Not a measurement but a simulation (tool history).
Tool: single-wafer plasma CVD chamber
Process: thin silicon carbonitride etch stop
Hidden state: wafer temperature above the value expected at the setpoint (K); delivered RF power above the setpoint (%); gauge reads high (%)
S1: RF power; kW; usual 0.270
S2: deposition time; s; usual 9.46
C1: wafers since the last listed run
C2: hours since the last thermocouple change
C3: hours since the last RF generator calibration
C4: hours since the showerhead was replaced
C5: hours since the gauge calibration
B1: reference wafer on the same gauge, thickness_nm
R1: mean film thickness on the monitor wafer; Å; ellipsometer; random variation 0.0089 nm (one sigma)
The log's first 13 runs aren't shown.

| run | hour | S1 | S2 | C1 | C2 | C3 | C4 | C5 | B1 | R1 |
|---|---|---|---|---|---|---|---|---|---|---|
| 14 | 997.1 | 0.305 | 9.46 | 3369 | 863.7 | 1771.5 | 2630.4 | 2458.1 | 5.920 | 61.07 |
| 15 | 1096.5 | 0.305 | 9.46 | 4812 | 963.1 | 1870.9 | 2729.8 | 2557.5 | 5.918 | 61.03 |
| 16 | 1141.3 | 0.270 | 9.46 | 2169 | 1007.9 | 1915.7 | 2774.6 | 2602.3 | 5.920 | 58.24 |
| 17 | 1191.6 | 0.290 | 8.10 | 2435 | 1058.2 | 1966.0 | 2824.9 | 2652.6 | 5.919 | 51.48 |
|  | 1213.6 | RF generator calibrated |
| 18 | 1230.4 | 0.310 | 10.78 | 1491 | 1097.0 | 16.8 | 2863.7 | 2691.4 | 5.921 | 70.73 |
|  | 1248.2 | thermocouple changed; heater temperature recalibrated |
| 19 | 1284.4 | 0.270 | 9.46 | 2227 | 36.2 | 70.8 | 2917.7 | 2745.4 | 5.920 | 58.93 |
| 20 | 1349.3 | 0.320 | 9.46 | 3142 | 101.1 | 135.7 | 2982.6 | 2810.3 | 5.920 | 62.89 |
| 21 | 1427.0 | 0.290 | 11.07 | 3762 | 178.8 | 213.4 | 3060.3 | 2888.0 | 5.919 | 70.71 |
|  | 1521.3 | showerhead replaced |
| 22 | 1521.8 | 0.270 | 9.46 | 4202 | 273.6 | 308.2 | 0.5 | 2982.8 | 5.920 | 58.82 |
| 23 | 1601.5 | 0.270 | 9.46 | 3859 | 353.3 | 387.9 | 80.2 | 3062.5 | 5.920 | 58.74 |
| 24 | 1686.8 | 0.270 | 10.27 | 4130 | 438.6 | 473.2 | 165.5 | 3147.8 | 5.920 | 63.81 |
| 25 | 1782.8 | 0.305 | 8.06 | 4648 | 534.6 | 569.2 | 261.5 | 3243.8 | 5.920 | 52.21 |
|  | 1790.5 | gauge calibrated |
| 26 | 1884.1 | 0.270 | 9.46 | 4904 | 635.9 | 670.5 | 362.8 | 93.6 | 5.919 | 58.59 |
| 27 | 1989.0 | 0.230 | 9.46 | 5079 | 740.8 | 775.4 | 467.7 | 198.5 | 5.922 | 54.93 |

Forecast run 28:
| 28 | 2088.0 | 0.230 | 7.84 | 4793 | 839.8 | 874.4 | 566.7 | 297.5 | ? | ? |

{"run 28": {"B1": 5.919, "R1": 45.54}}
Without the tool's hidden state the same run would have given R1 45.91 Å.
